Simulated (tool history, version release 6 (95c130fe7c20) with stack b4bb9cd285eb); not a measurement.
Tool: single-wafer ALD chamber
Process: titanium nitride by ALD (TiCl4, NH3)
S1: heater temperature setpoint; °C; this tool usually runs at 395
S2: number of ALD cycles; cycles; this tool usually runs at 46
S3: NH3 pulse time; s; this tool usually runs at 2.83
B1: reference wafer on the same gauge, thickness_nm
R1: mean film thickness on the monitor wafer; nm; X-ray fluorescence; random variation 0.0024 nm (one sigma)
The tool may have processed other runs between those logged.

run	hour	S1	S2	S3	B1	R1
1	0.0	403	46	2.03	0.998	0.971
2	33.5	403	46	2.03	0.999	0.973
3	53.4	395	44	1.98	0.997	0.922
4	76.8	395	44	1.98	0.996	0.922
5	94.0	395	46	2.83	0.997	0.979
6	112.1	395	46	2.83	0.996	0.976
7	142.6	405	50	2.83	0.994	1.066
8	167.9	405	50	2.83	0.995	1.063
9	192.8	405	50	2.83	0.994	1.060
10	214.3	395	46	2.83	0.993	0.973
11	247.5	395	46	2.83	0.990	0.969
12	267.2	395	46	3.66	0.988	0.976
13	300.1	395	46	3.66	0.986	0.974
14	334.9	395	46	3.66	0.986	0.978
15	365.9	395	46	2.83	0.982	0.964
16	387.8	395	46	2.83	0.981	0.963
17	403.6	395	51	3.31	0.980	1.075
18	435.6	395	46	2.83	0.977	0.958
19	457.1	395	51	2.83	0.976	1.062
# hour 476.0: gauge calibrated
20	491.7	395	46	1.90	0.999	0.968
# hour 500.3: showerhead replaced
21	512.9	386	40	1.88	1.001	0.830
22	534.6	406	46	2.83	0.999	0.986
23	569.3	387	54	3.93	0.999	1.154
# hour 582.6: thermocouple changed; heater temperature recalibrated
24	590.3	395	41	3.39	0.999	0.875
25	609.2	390	54	3.45	0.999	1.150
26	695.3	384	43	2.83	0.996	0.903
27	729.4	395	40	1.89	0.996	0.833
28	742.3	395	46	2.83	0.994	0.978
29	760.7	409	50	3.71	0.994	1.066
30	847.2	395	46	2.83	0.990	0.968
31	863.5	395	46	2.83	0.989	0.965
32	890.3	395	46	2.83	0.988	0.968
33	905.3	381	38	2.19	0.986	0.780
34	933.7	387	46	2.83	0.985	0.960
35	965.6	409	49	2.83	0.983	1.033
36	994.0	395	46	2.83	0.981	0.959
37	1024.5	395	46	3.55	0.979	0.966
38	1050.9	395	46	2.83	0.977	0.956

Each row is a separate what-if for the run after 38, all from the same tool condition, not one after another. Results?
A	1051.4	395	46	2.83	?	?
B	1051.4	389	38	1.87	?	?
C	1051.4	405	46	2.18	?	?
D	1051.4	395	41	2.83	?	?

run	B1	R1
A	0.977	0.959
B	0.977	0.773
C	0.977	0.955
D	0.977	0.855
Take away the tool's hidden state, keep each run's random variation, and the runs would have read:
run	R1
A	0.982
B	0.792
C	0.977
D	0.875
